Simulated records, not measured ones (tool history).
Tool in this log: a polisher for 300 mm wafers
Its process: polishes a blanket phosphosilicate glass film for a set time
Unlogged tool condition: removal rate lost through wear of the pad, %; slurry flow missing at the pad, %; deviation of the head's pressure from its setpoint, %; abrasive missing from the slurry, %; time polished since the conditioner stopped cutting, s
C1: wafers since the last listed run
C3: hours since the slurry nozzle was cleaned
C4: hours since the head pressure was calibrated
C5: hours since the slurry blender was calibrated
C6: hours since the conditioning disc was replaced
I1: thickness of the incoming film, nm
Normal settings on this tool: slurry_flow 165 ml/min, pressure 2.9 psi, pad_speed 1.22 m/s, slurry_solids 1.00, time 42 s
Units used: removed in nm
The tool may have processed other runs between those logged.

run 1 day=0.000 | slurry_flow=165 pressure=2.9 pad_speed=1.22 slurry_solids=1.00 time=42 | C1=0 wafers_polished_on_this_pad=4610 C3=66.3 C4=168.1 C5=475.3 C6=101.0 | I1=3015.5 | removed=450.9
run 2 day=1.638 | slurry_flow=120 pressure=3.2 pad_speed=1.22 slurry_solids=0.90 time=56 | C1=336 wafers_polished_on_this_pad=4946 C3=105.6 C4=207.4 C5=514.6 C6=140.3 | I1=2971.4 | removed=610.1
-- day=3.612 worn pad replaced by a new one
run 3 day=4.025 | slurry_flow=165 pressure=2.4 pad_speed=1.42 slurry_solids=1.25 time=42 | C1=456 wafers_polished_on_this_pad=84 C3=162.9 C4=264.7 C5=571.9 C6=197.6 | I1=2984.6 | removed=449.5
-- day=7.192 slurry blender recalibrated
run 4 day=7.488 | slurry_flow=165 pressure=2.9 pad_speed=1.48 slurry_solids=1.00 time=42 | C1=694 wafers_polished_on_this_pad=779 C3=246.0 C4=347.8 C5=7.1 C6=280.7 | I1=2964.6 | removed=517.5
run 5 day=9.138 | slurry_flow=140 pressure=2.9 pad_speed=1.22 slurry_solids=1.00 time=42 | C1=339 wafers_polished_on_this_pad=1118 C3=285.6 C4=387.4 C5=46.7 C6=320.3 | I1=2988.4 | removed=456.3
run 6 day=11.562 | slurry_flow=165 pressure=2.9 pad_speed=1.22 slurry_solids=1.00 time=42 | C1=498 wafers_polished_on_this_pad=1617 C3=343.8 C4=445.6 C5=104.9 C6=378.5 | I1=3028.7 | removed=468.0
run 7 day=14.571 | slurry_flow=110 pressure=2.2 pad_speed=1.22 slurry_solids=1.10 time=29 | C1=618 wafers_polished_on_this_pad=2236 C3=416.0 C4=517.8 C5=177.1 C6=450.7 | I1=3032.0 | removed=238.0
run 8 day=16.762 | slurry_flow=165 pressure=3.8 pad_speed=1.22 slurry_solids=1.00 time=42 | C1=450 wafers_polished_on_this_pad=2686 C3=468.6 C4=570.4 C5=229.7 C6=503.3 | I1=2983.0 | removed=595.0
-- day=18.100 head pressure recalibrated
run 9 day=19.017 | slurry_flow=165 pressure=2.9 pad_speed=1.22 slurry_solids=1.15 time=42 | C1=446 wafers_polished_on_this_pad=3133 C3=522.7 C4=22.0 C5=283.8 C6=557.4 | I1=3008.5 | removed=472.0
run 10 day=23.104 | slurry_flow=165 pressure=2.9 pad_speed=1.22 slurry_solids=1.00 time=42 | C1=840 wafers_polished_on_this_pad=3973 C3=620.8 C4=120.1 C5=381.9 C6=655.5 | I1=3001.8 | removed=453.1
-- day=24.558 conditioning disc replaced and pad reconditioned
run 11 day=25.438 | slurry_flow=165 pressure=2.9 pad_speed=1.02 slurry_solids=0.95 time=42 | C1=462 wafers_polished_on_this_pad=4436 C3=676.8 C4=176.1 C5=437.9 C6=21.1 | I1=2979.9 | removed=405.2
-- day=26.900 worn pad replaced by a new one
run 12 day=28.904 | slurry_flow=165 pressure=3.7 pad_speed=1.22 slurry_solids=1.00 time=42 | C1=678 wafers_polished_on_this_pad=412 C3=760.0 C4=259.3 C5=521.1 C6=104.3 | I1=3003.2 | removed=585.3
-- day=31.529 slurry nozzle cleaned
run 13 day=33.300 | slurry_flow=165 pressure=2.9 pad_speed=1.22 slurry_solids=1.00 time=42 | C1=895 wafers_polished_on_this_pad=1307 C3=42.5 C4=364.8 C5=626.6 C6=209.8 | I1=2991.0 | removed=467.3
run 14 day=35.712 | slurry_flow=165 pressure=2.9 pad_speed=1.22 slurry_solids=0.75 time=42 | C1=496 wafers_polished_on_this_pad=1803 C3=100.4 C4=422.7 C5=684.5 C6=267.7 | I1=2976.7 | removed=431.9
-- day=36.338 slurry blender recalibrated
run 15 day=37.929 | slurry_flow=110 pressure=2.9 pad_speed=1.22 slurry_solids=1.00 time=37 | C1=438 wafers_polished_on_this_pad=2242 C3=153.6 C4=475.9 C5=38.2 C6=320.9 | I1=3017.2 | removed=384.5
run 16 day=41.312 | slurry_flow=165 pressure=2.9 pad_speed=1.22 slurry_solids=1.00 time=30 | C1=695 wafers_polished_on_this_pad=2938 C3=234.8 C4=557.1 C5=119.4 C6=402.1 | I1=3028.1 | removed=335.2
run 17 day=44.400 | slurry_flow=165 pressure=2.5 pad_speed=1.22 slurry_solids=0.80 time=42 | C1=634 wafers_polished_on_this_pad=3573 C3=308.9 C4=631.2 C5=193.5 C6=476.2 | I1=3007.7 | removed=388.7
-- day=45.033 head pressure recalibrated
run 18 day=47.200 | slurry_flow=165 pressure=2.9 pad_speed=1.22 slurry_solids=1.00 time=42 | C1=558 wafers_polished_on_this_pad=4131 C3=376.1 C4=52.0 C5=260.7 C6=543.4 | I1=3010.1 | removed=442.6
run 19 day=50.475 | slurry_flow=165 pressure=2.9 pad_speed=1.22 slurry_solids=1.00 time=42 | C1=673 wafers_polished_on_this_pad=4805 C3=454.7 C4=130.6 C5=339.3 C6=622.0 | I1=2979.0 | removed=458.3
-- day=53.275 conditioning disc replaced and pad reconditioned
-- day=54.038 worn pad replaced by a new one
run 20 day=54.058 | slurry_flow=165 pressure=3.7 pad_speed=1.22 slurry_solids=1.25 time=42 | C1=685 wafers_polished_on_this_pad=4 C3=540.7 C4=216.6 C5=425.3 C6=18.8 | I1=2976.5 | removed=605.1
run 21 day=55.575 | slurry_flow=165 pressure=2.9 pad_speed=1.22 slurry_solids=1.00 time=49 | C1=311 wafers_polished_on_this_pad=316 C3=577.1 C4=253.0 C5=461.7 C6=55.2 | I1=2988.7 | removed=538.5
run 22 day=58.442 | slurry_flow=140 pressure=2.5 pad_speed=1.60 slurry_solids=1.00 time=35 | C1=589 wafers_polished_on_this_pad=906 C3=645.9 C4=321.8 C5=530.5 C6=124.0 | I1=3014.8 | removed=383.0
-- day=62.758 slurry nozzle cleaned
run 23 day=62.779 | slurry_flow=165 pressure=2.9 pad_speed=1.22 slurry_solids=1.00 time=42 | C1=883 wafers_polished_on_this_pad=1789 C3=0.5 C4=425.9 C5=634.6 C6=228.1 | I1=3025.5 | removed=472.6
run 24 day=66.246 | slurry_flow=165 pressure=2.9 pad_speed=1.22 slurry_solids=1.00 time=47 | C1=712 wafers_polished_on_this_pad=2502 C3=83.7 C4=509.1 C5=717.8 C6=311.3 | I1=2997.4 | removed=516.6
-- day=67.050 slurry blender recalibrated
run 25 day=69.262 | slurry_flow=165 pressure=2.9 pad_speed=1.22 slurry_solids=1.00 time=42 | C1=603 wafers_polished_on_this_pad=3105 C3=156.1 C4=581.5 C5=53.1 C6=383.7 | I1=2991.6 | removed=472.9

Here are 4 independent what-if runs from the current tool condition. What would each one return?
run A day=69.279 | slurry_flow=165 pressure=2.9 pad_speed=1.22 slurry_solids=1.00 time=42 | C1=3 wafers_polished_on_this_pad=3109 C3=156.5 C4=581.9 C5=53.5 C6=384.1 | I1=2956.2 | removed=?
run B day=69.279 | slurry_flow=165 pressure=2.9 pad_speed=1.44 slurry_solids=1.00 time=42 | C1=3 wafers_polished_on_this_pad=3109 C3=156.5 C4=581.9 C5=53.5 C6=384.1 | I1=2956.2 | removed=?
run C day=69.279 | slurry_flow=165 pressure=2.0 pad_speed=1.22 slurry_solids=1.00 time=42 | C1=3 wafers_polished_on_this_pad=3109 C3=156.5 C4=581.9 C5=53.5 C6=384.1 | I1=2956.2 | removed=?
run D day=69.279 | slurry_flow=130 pressure=2.2 pad_speed=1.54 slurry_solids=1.00 time=46 | C1=3 wafers_polished_on_this_pad=3109 C3=156.5 C4=581.9 C5=53.5 C6=384.1 | I1=2956.2 | removed=?

run=A removed=464.3
run=B removed=509.8
run=C removed=335.6
run=D removed=434.4
With the hidden condition removed and each run's random variation left untouched, the same runs would have given:
run=A removed=436.4
run=B removed=479.1
run=C removed=315.4
run=D removed=408.3

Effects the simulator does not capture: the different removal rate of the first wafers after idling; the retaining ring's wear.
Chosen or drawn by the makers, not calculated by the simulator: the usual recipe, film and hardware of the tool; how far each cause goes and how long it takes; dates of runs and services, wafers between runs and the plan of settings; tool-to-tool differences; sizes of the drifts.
